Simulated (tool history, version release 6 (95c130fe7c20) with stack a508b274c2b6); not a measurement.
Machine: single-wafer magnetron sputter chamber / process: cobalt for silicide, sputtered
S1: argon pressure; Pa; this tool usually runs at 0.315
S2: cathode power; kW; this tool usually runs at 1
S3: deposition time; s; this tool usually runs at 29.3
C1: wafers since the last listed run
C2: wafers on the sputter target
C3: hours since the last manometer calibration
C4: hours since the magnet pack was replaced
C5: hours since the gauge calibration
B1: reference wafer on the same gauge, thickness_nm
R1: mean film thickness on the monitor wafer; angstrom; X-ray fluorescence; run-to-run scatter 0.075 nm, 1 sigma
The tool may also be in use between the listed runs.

{"run": 1, "day": 0.0, "S1": 0.397, "S2": 1, "S3": 29.3, "C1": 0, "C2": 5243, "C3": 1017.8, "C4": 6150.4, "C5": 36.4, "B1": 14.898, "R1": 147.09}
{"run": 2, "day": 2.454, "S1": 0.397, "S2": 1, "S3": 29.3, "C1": 941, "C2": 6185, "C3": 1076.7, "C4": 6209.3, "C5": 95.3, "B1": 14.886, "R1": 145.27}
{"run": 3, "day": 4.029, "S1": 0.315, "S2": 1.15, "S3": 29.3, "C1": 603, "C2": 6789, "C3": 1114.5, "C4": 6247.1, "C5": 133.1, "B1": 14.907, "R1": 173.83}
{"day": 5.417, "done": "sputter target and shields replaced"}
{"run": 4, "day": 6.829, "S1": 0.315, "S2": 1, "S3": 29.3, "C1": 945, "C2": 542, "C3": 1181.7, "C4": 6314.3, "C5": 200.3, "B1": 14.92, "R1": 154.57}
{"run": 5, "day": 10.533, "S1": 0.315, "S2": 1, "S3": 29.3, "C1": 1420, "C2": 1962, "C3": 1270.6, "C4": 6403.2, "C5": 289.2, "B1": 14.906, "R1": 154.74}
{"run": 6, "day": 14.4, "S1": 0.315, "S2": 1, "S3": 29.3, "C1": 1482, "C2": 3445, "C3": 1363.4, "C4": 6496, "C5": 382, "B1": 14.897, "R1": 150.81}
{"run": 7, "day": 16.354, "S1": 0.315, "S2": 1, "S3": 29.3, "C1": 749, "C2": 4195, "C3": 1410.3, "C4": 6542.9, "C5": 428.9, "B1": 14.9, "R1": 150.45}
{"day": 19.958, "done": "sputter target and shields replaced"}
{"run": 8, "day": 20.579, "S1": 0.315, "S2": 1, "S3": 29.3, "C1": 1492, "C2": 238, "C3": 1511.7, "C4": 6644.3, "C5": 530.3, "B1": 14.906, "R1": 158.07}
{"run": 9, "day": 24.362, "S1": 0.315, "S2": 1, "S3": 29.3, "C1": 1450, "C2": 1689, "C3": 1602.5, "C4": 6735.1, "C5": 621.1, "B1": 14.901, "R1": 155.08}
{"run": 10, "day": 27.867, "S1": 0.315, "S2": 1, "S3": 29.3, "C1": 1343, "C2": 3033, "C3": 1686.6, "C4": 6819.2, "C5": 705.2, "B1": 14.903, "R1": 153.47}
{"run": 11, "day": 30.262, "S1": 0.315, "S2": 1, "S3": 29.3, "C1": 918, "C2": 3951, "C3": 1744.1, "C4": 6876.7, "C5": 762.7, "B1": 14.908, "R1": 151.7}
{"run": 12, "day": 31.804, "S1": 0.315, "S2": 1, "S3": 29.3, "C1": 591, "C2": 4543, "C3": 1781.1, "C4": 6913.7, "C5": 799.7, "B1": 14.89, "R1": 151.92}
{"run": 13, "day": 33.775, "S1": 0.315, "S2": 1, "S3": 29.3, "C1": 755, "C2": 5298, "C3": 1828.4, "C4": 6961, "C5": 847, "B1": 14.905, "R1": 152.11}
{"run": 14, "day": 37.721, "S1": 0.315, "S2": 1, "S3": 29.3, "C1": 1513, "C2": 6812, "C3": 1923.1, "C4": 7055.7, "C5": 941.7, "B1": 14.899, "R1": 150.29}
{"day": 38.517, "done": "sputter target and shields replaced"}
{"run": 15, "day": 41.908, "S1": 0.422, "S2": 1, "S3": 25.7, "C1": 1478, "C2": 1300, "C3": 2023.6, "C4": 7156.2, "C5": 1042.2, "B1": 14.907, "R1": 129.4}
{"run": 16, "day": 43.538, "S1": 0.378, "S2": 1, "S3": 34.8, "C1": 624, "C2": 1925, "C3": 2062.7, "C4": 7195.3, "C5": 1081.3, "B1": 14.901, "R1": 178.55}
{"day": 44.292, "done": "capacitance manometer re-zeroed and calibrated"}
{"day": 45.971, "done": "magnet pack replaced"}
{"run": 17, "day": 47.862, "S1": 0.315, "S2": 1, "S3": 29.3, "C1": 1402, "C2": 3328, "C3": 85.7, "C4": 45.4, "C5": 1185.1, "B1": 14.897, "R1": 151.99}
{"day": 48.179, "done": "gauge calibrated"}
{"run": 18, "day": 51.3, "S1": 0.402, "S2": 0.85, "S3": 29.3, "C1": 1318, "C2": 4646, "C3": 168.2, "C4": 127.9, "C5": 74.9, "B1": 14.894, "R1": 122.9}
{"day": 53.129, "done": "sputter target and shields replaced"}
{"run": 19, "day": 55.712, "S1": 0.315, "S2": 1, "S3": 29.3, "C1": 1564, "C2": 991, "C3": 274.1, "C4": 233.8, "C5": 180.8, "B1": 14.896, "R1": 156.09}
{"run": 20, "day": 59.712, "S1": 0.315, "S2": 1, "S3": 32.9, "C1": 1533, "C2": 2525, "C3": 370.1, "C4": 329.8, "C5": 276.8, "B1": 14.902, "R1": 171.42}
{"run": 21, "day": 63.5, "S1": 0.315, "S2": 1, "S3": 29.3, "C1": 1452, "C2": 3977, "C3": 461, "C4": 420.7, "C5": 367.7, "B1": 14.89, "R1": 151.46}
{"run": 22, "day": 66.554, "S1": 0.376, "S2": 0.85, "S3": 29.3, "C1": 1171, "C2": 5148, "C3": 534.3, "C4": 494, "C5": 441, "B1": 14.91, "R1": 124.45}
{"run": 23, "day": 68.354, "S1": 0.431, "S2": 0.8, "S3": 31.8, "C1": 690, "C2": 5839, "C3": 577.5, "C4": 537.2, "C5": 484.2, "B1": 14.903, "R1": 123.95}
{"run": 24, "day": 70.796, "S1": 0.219, "S2": 1, "S3": 33.8, "C1": 936, "C2": 6775, "C3": 636.1, "C4": 595.8, "C5": 542.8, "B1": 14.899, "R1": 182.6}
{"day": 72.238, "done": "sputter target and shields replaced"}
{"run": 25, "day": 75.292, "S1": 0.421, "S2": 0.9, "S3": 26.6, "C1": 1596, "C2": 1171, "C3": 744, "C4": 703.7, "C5": 650.7, "B1": 14.913, "R1": 121.15}
{"run": 26, "day": 78.05, "S1": 0.315, "S2": 1, "S3": 29.3, "C1": 1057, "C2": 2229, "C3": 810.2, "C4": 769.9, "C5": 716.9, "B1": 14.895, "R1": 153.69}
{"run": 27, "day": 80.654, "S1": 0.221, "S2": 1.05, "S3": 27.7, "C1": 998, "C2": 3228, "C3": 872.7, "C4": 832.4, "C5": 779.4, "B1": 14.9, "R1": 157.57}
{"run": 28, "day": 83.662, "S1": 0.434, "S2": 1, "S3": 24.5, "C1": 1153, "C2": 4381, "C3": 944.9, "C4": 904.6, "C5": 851.6, "B1": 14.897, "R1": 120.83}

Below are 5 alternative next runs, each starting from the tool's condition after run 28. Predict each:
{"run": "A", "day": 83.679, "S1": 0.237, "S2": 1, "S3": 29.3, "C1": 6, "C2": 4388, "C3": 945.3, "C4": 905, "C5": 852, "B1": "?", "R1": "?"}
{"run": "B", "day": 83.679, "S1": 0.315, "S2": 1, "S3": 23.7, "C1": 6, "C2": 4388, "C3": 945.3, "C4": 905, "C5": 852, "B1": "?", "R1": "?"}
{"run": "C", "day": 83.679, "S1": 0.315, "S2": 1, "S3": 31.2, "C1": 6, "C2": 4388, "C3": 945.3, "C4": 905, "C5": 852, "B1": "?", "R1": "?"}
{"run": "D", "day": 83.679, "S1": 0.439, "S2": 0.9, "S3": 24.6, "C1": 6, "C2": 4388, "C3": 945.3, "C4": 905, "C5": 852, "B1": "?", "R1": "?"}
{"run": "E", "day": 83.679, "S1": 0.417, "S2": 1, "S3": 33.5, "C1": 6, "C2": 4388, "C3": 945.3, "C4": 905, "C5": 852, "B1": "?", "R1": "?"}

run=A B1=14.885 R1=158.03
run=B B1=14.885 R1=123.24
run=C B1=14.885 R1=162.23
run=D B1=14.885 R1=108.72
run=E B1=14.885 R1=166.17
With no hidden state in the tool, these same runs would have given:
run=A R1=165.59
run=B R1=129.13
run=C R1=169.99
run=D R1=113.92
run=E R1=174.12
